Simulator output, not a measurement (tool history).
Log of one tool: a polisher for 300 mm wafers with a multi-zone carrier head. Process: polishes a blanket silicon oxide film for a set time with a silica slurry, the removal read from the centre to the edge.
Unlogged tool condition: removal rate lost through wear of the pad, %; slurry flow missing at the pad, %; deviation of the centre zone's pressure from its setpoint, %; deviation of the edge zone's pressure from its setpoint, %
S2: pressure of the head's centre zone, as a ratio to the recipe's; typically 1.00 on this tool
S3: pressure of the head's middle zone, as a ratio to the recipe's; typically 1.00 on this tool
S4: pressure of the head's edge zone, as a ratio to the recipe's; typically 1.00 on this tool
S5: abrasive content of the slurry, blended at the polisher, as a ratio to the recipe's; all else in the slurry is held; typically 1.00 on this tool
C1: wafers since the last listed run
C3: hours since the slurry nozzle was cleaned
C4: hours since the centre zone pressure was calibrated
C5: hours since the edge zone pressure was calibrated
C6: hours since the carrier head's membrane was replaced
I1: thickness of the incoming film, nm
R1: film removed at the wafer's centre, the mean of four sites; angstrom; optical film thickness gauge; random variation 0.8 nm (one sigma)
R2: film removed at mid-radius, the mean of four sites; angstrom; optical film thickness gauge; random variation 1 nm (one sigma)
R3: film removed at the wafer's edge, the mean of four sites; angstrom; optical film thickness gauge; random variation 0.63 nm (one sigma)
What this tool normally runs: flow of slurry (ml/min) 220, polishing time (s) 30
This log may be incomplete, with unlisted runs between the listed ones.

run 1 day=0.000 | flow_of_slurry_(ml/min)=220 S2=1.00 S3=1.09 S4=1.00 S5=1.00 polishing_time_(s)=30 | C1=0 wafers_polished_on_this_pad=2088 C3=513.8 C4=525.4 C5=822.3 C6=1048.9 | I1=1439.7 | R1=960 R2=1042 R3=973
-- day=0.188 slurry nozzle cleaned
-- day=1.388 worn pad replaced by a new one
run 2 day=1.783 | flow_of_slurry_(ml/min)=220 S2=1.00 S3=1.00 S4=1.00 S5=1.00 polishing_time_(s)=30 | C1=568 wafers_polished_on_this_pad=143 C3=38.3 C4=568.2 C5=865.1 C6=1091.7 | I1=1454.3 | R1=1028 R2=1028 R3=1017
run 3 day=3.479 | flow_of_slurry_(ml/min)=220 S2=1.00 S3=1.00 S4=1.00 S5=1.00 polishing_time_(s)=30 | C1=612 wafers_polished_on_this_pad=755 C3=79.0 C4=608.9 C5=905.8 C6=1132.4 | I1=1477.2 | R1=1024 R2=1031 R3=1005
run 4 day=6.129 | flow_of_slurry_(ml/min)=220 S2=1.00 S3=1.00 S4=1.00 S5=1.00 polishing_time_(s)=30 | C1=956 wafers_polished_on_this_pad=1711 C3=142.6 C4=672.5 C5=969.4 C6=1196.0 | I1=1444.4 | R1=999 R2=1003 R3=1002
run 5 day=7.829 | flow_of_slurry_(ml/min)=220 S2=1.00 S3=1.00 S4=1.00 S5=1.00 polishing_time_(s)=30 | C1=613 wafers_polished_on_this_pad=2324 C3=183.4 C4=713.3 C5=1010.2 C6=1236.8 | I1=1459.7 | R1=990 R2=1006 R3=997
-- day=8.854 worn pad replaced by a new one
run 6 day=10.100 | flow_of_slurry_(ml/min)=220 S2=1.00 S3=1.00 S4=1.00 S5=1.00 polishing_time_(s)=30 | C1=759 wafers_polished_on_this_pad=450 C3=237.9 C4=767.8 C5=1064.7 C6=1291.3 | I1=1462.0 | R1=984 R2=997 R3=992
-- day=11.062 carrier head's membrane replaced by a new one
run 7 day=12.788 | flow_of_slurry_(ml/min)=220 S2=1.00 S3=1.00 S4=1.03 S5=1.00 polishing_time_(s)=30 | C1=894 wafers_polished_on_this_pad=1345 C3=302.4 C4=832.3 C5=1129.2 C6=41.4 | I1=1462.0 | R1=975 R2=1018 R3=1013
-- day=14.262 edge zone pressure recalibrated
run 8 day=14.283 | flow_of_slurry_(ml/min)=220 S2=1.00 S3=1.00 S4=1.00 S5=1.00 polishing_time_(s)=30 | C1=509 wafers_polished_on_this_pad=1854 C3=338.3 C4=868.2 C5=0.5 C6=77.3 | I1=1456.4 | R1=957 R2=990 R3=996
-- day=15.558 worn pad replaced by a new one
run 9 day=15.700 | flow_of_slurry_(ml/min)=220 S2=1.00 S3=1.00 S4=1.00 S5=1.00 polishing_time_(s)=30 | C1=451 wafers_polished_on_this_pad=51 C3=372.3 C4=902.2 C5=34.5 C6=111.3 | I1=1429.5 | R1=960 R2=986 R3=983
run 10 day=17.238 | flow_of_slurry_(ml/min)=220 S2=1.00 S3=1.00 S4=1.00 S5=1.00 polishing_time_(s)=30 | C1=554 wafers_polished_on_this_pad=606 C3=409.2 C4=939.1 C5=71.4 C6=148.2 | I1=1456.5 | R1=972 R2=998 R3=993
run 11 day=18.921 | flow_of_slurry_(ml/min)=220 S2=1.00 S3=1.00 S4=1.00 S5=0.85 polishing_time_(s)=30 | C1=607 wafers_polished_on_this_pad=1213 C3=449.6 C4=979.5 C5=111.8 C6=188.6 | I1=1465.9 | R1=914 R2=913 R3=924
run 12 day=21.108 | flow_of_slurry_(ml/min)=220 S2=1.00 S3=1.00 S4=1.00 S5=1.00 polishing_time_(s)=22 | C1=789 wafers_polished_on_this_pad=2003 C3=502.1 C4=1032.0 C5=164.3 C6=241.1 | I1=1436.5 | R1=707 R2=719 R3=725
run 13 day=23.025 | flow_of_slurry_(ml/min)=220 S2=1.06 S3=1.09 S4=1.07 S5=1.00 polishing_time_(s)=23 | C1=691 wafers_polished_on_this_pad=2695 C3=548.1 C4=1078.0 C5=210.3 C6=287.1 | I1=1470.0 | R1=774 R2=779 R3=776
-- day=24.058 worn pad replaced by a new one
run 14 day=24.358 | flow_of_slurry_(ml/min)=220 S2=1.00 S3=1.00 S4=1.00 S5=1.00 polishing_time_(s)=39 | C1=421 wafers_polished_on_this_pad=107 C3=580.1 C4=1110.0 C5=242.3 C6=319.1 | I1=1467.4 | R1=1245 R2=1263 R3=1259
-- day=25.925 centre zone pressure recalibrated
-- day=26.067 slurry nozzle cleaned
run 15 day=26.283 | flow_of_slurry_(ml/min)=220 S2=1.00 S3=0.94 S4=0.95 S5=1.30 polishing_time_(s)=27 | C1=649 wafers_polished_on_this_pad=757 C3=5.2 C4=8.6 C5=288.5 C6=365.3 | I1=1446.2 | R1=1010 R2=1007 R3=985
run 16 day=28.117 | flow_of_slurry_(ml/min)=220 S2=1.00 S3=1.00 S4=1.00 S5=1.00 polishing_time_(s)=30 | C1=661 wafers_polished_on_this_pad=1418 C3=49.2 C4=52.6 C5=332.5 C6=409.3 | I1=1483.6 | R1=1029 R2=1021 R3=1020

Run 17 comes next. What will it give?
run 17 day=29.821 | flow_of_slurry_(ml/min)=220 S2=1.00 S3=1.00 S4=1.00 S5=1.00 polishing_time_(s)=21 | C1=615 wafers_polished_on_this_pad=2033 C3=90.1 C4=93.5 C5=373.4 C6=450.2 | I1=1463.0 | R1=? R2=? R3=?

{"run 17": {"R1": 709, "R2": 719, "R3": 708}}
With no hidden state in the tool, this same run would have given R1 726 angstrom, R2 735 angstrom, R3 720 angstrom.

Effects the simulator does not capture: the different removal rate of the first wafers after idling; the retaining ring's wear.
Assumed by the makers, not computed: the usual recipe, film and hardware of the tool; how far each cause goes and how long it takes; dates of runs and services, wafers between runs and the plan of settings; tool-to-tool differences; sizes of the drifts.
